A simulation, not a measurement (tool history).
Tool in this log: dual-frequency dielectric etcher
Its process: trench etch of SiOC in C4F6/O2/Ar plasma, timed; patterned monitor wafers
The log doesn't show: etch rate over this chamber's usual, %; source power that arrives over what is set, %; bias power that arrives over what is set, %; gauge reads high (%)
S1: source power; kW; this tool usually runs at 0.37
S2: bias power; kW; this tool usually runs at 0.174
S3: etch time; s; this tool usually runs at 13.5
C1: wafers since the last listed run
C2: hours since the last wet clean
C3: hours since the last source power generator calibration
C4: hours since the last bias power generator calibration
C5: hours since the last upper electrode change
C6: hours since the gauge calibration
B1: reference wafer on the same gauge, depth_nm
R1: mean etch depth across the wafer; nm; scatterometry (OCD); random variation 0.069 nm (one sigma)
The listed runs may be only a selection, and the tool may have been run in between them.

run 1 day=0 | S1=0.37 S2=0.174 S3=13.5 | C1=0 C2=336.1 C3=1512 C4=3380.3 C5=3821.1 C6=423.6 | B1=21.13 | R1=25.99
run 2 day=0.617 | S1=0.37 S2=0.174 S3=13.5 | C1=222 C2=350.9 C3=1526.8 C4=3395.1 C5=3835.9 C6=438.4 | B1=21.12 | R1=25.99
run 3 day=1.65 | S1=0.37 S2=0.174 S3=13.5 | C1=373 C2=375.7 C3=1551.6 C4=3419.9 C5=3860.7 C6=463.2 | B1=21.13 | R1=26.07
run 4 day=2.621 | S1=0.37 S2=0.174 S3=11 | C1=350 C2=399 C3=1574.9 C4=3443.2 C5=3884 C6=486.5 | B1=21.13 | R1=21.19
run 5 day=3.971 | S1=0.31 S2=0.174 S3=14.5 | C1=487 C2=431.4 C3=1607.3 C4=3475.6 C5=3916.4 C6=518.9 | B1=21.14 | R1=25.66
run 6 day=4.975 | S1=0.31 S2=0.174 S3=14.5 | C1=362 C2=455.5 C3=1631.4 C4=3499.7 C5=3940.5 C6=543 | B1=21.13 | R1=25.71
-- day=6.5 upper electrode replaced
run 7 day=6.521 | S1=0.31 S2=0.174 S3=14.5 | C1=197 C2=492.6 C3=1668.5 C4=3536.8 C5=0.5 C6=580.1 | B1=21.16 | R1=25.71
run 8 day=6.838 | S1=0.37 S2=0.174 S3=13.5 | C1=114 C2=500.2 C3=1676.1 C4=3544.4 C5=8.1 C6=587.7 | B1=21.15 | R1=25.99
-- day=6.958 gauge calibrated
run 9 day=7.712 | S1=0.34 S2=0.174 S3=13.5 | C1=315 C2=521.2 C3=1697.1 C4=3565.4 C5=29.1 C6=18.1 | B1=20.91 | R1=24.74
-- day=9.021 wet clean of the chamber
-- day=9.221 source power generator calibrated
run 10 day=10.071 | S1=0.37 S2=0.174 S3=13.5 | C1=430 C2=25.2 C3=20.4 C4=3622 C5=85.7 C6=74.7 | B1=20.99 | R1=25.78
run 11 day=11.408 | S1=0.35 S2=0.174 S3=11.5 | C1=482 C2=57.3 C3=52.5 C4=3654.1 C5=117.8 C6=106.8 | B1=21.02 | R1=21.35
run 12 day=12.096 | S1=0.37 S2=0.187 S3=17 | C1=248 C2=73.8 C3=69 C4=3670.6 C5=134.3 C6=123.3 | B1=21.02 | R1=32.91
run 13 day=12.942 | S1=0.31 S2=0.137 S3=15 | C1=305 C2=94.1 C3=89.3 C4=3690.9 C5=154.6 C6=143.6 | B1=21.03 | R1=25.64
run 14 day=13.779 | S1=0.41 S2=0.132 S3=10.5 | C1=302 C2=114.2 C3=109.4 C4=3711 C5=174.7 C6=163.7 | B1=21.05 | R1=20.34
-- day=14.012 bias power generator calibrated
run 15 day=14.608 | S1=0.32 S2=0.174 S3=10 | C1=239 C2=134.1 C3=129.3 C4=14.3 C5=194.6 C6=183.6 | B1=21.07 | R1=17.88
run 16 day=15.254 | S1=0.41 S2=0.132 S3=10.5 | C1=233 C2=149.6 C3=144.8 C4=29.8 C5=210.1 C6=199.1 | B1=21.07 | R1=20.24
run 17 day=16.45 | S1=0.37 S2=0.199 S3=16 | C1=431 C2=178.3 C3=173.5 C4=58.5 C5=238.8 C6=227.8 | B1=21.08 | R1=31.25
run 18 day=17.45 | S1=0.45 S2=0.186 S3=15.5 | C1=361 C2=202.3 C3=197.5 C4=82.5 C5=262.8 C6=251.8 | B1=21.09 | R1=33
run 19 day=18.204 | S1=0.37 S2=0.174 S3=13.5 | C1=272 C2=220.4 C3=215.6 C4=100.6 C5=280.9 C6=269.9 | B1=21.1 | R1=25.93
run 20 day=19.112 | S1=0.3 S2=0.145 S3=12 | C1=327 C2=242.2 C3=237.4 C4=122.4 C5=302.7 C6=291.7 | B1=21.11 | R1=20.4
run 21 day=20.071 | S1=0.37 S2=0.174 S3=13.5 | C1=345 C2=265.2 C3=260.4 C4=145.4 C5=325.7 C6=314.7 | B1=21.11 | R1=26.08

Table of differences, measured result less the result of that run with no hidden state. Run-to-run variation is the same in both. Gauge scatter possibly is not:
run=1 R1=+0.28
run=2 R1=+0.29
run=3 R1=+0.29
run=4 R1=+0.24
run=5 R1=+0.29
run=6 R1=+0.29
run=7 R1=+0.29
run=8 R1=+0.3
run=9 R1=+0.01
run=10 R1=+0.1
run=11 R1=+0.11
run=12 R1=+0.2
run=13 R1=+0.18
run=14 R1=+0.15
run=15 R1=+0.15
run=16 R1=+0.17
run=17 R1=+0.28
run=18 R1=+0.31
run=19 R1=+0.26
run=20 R1=+0.21
run=21 R1=+0.27
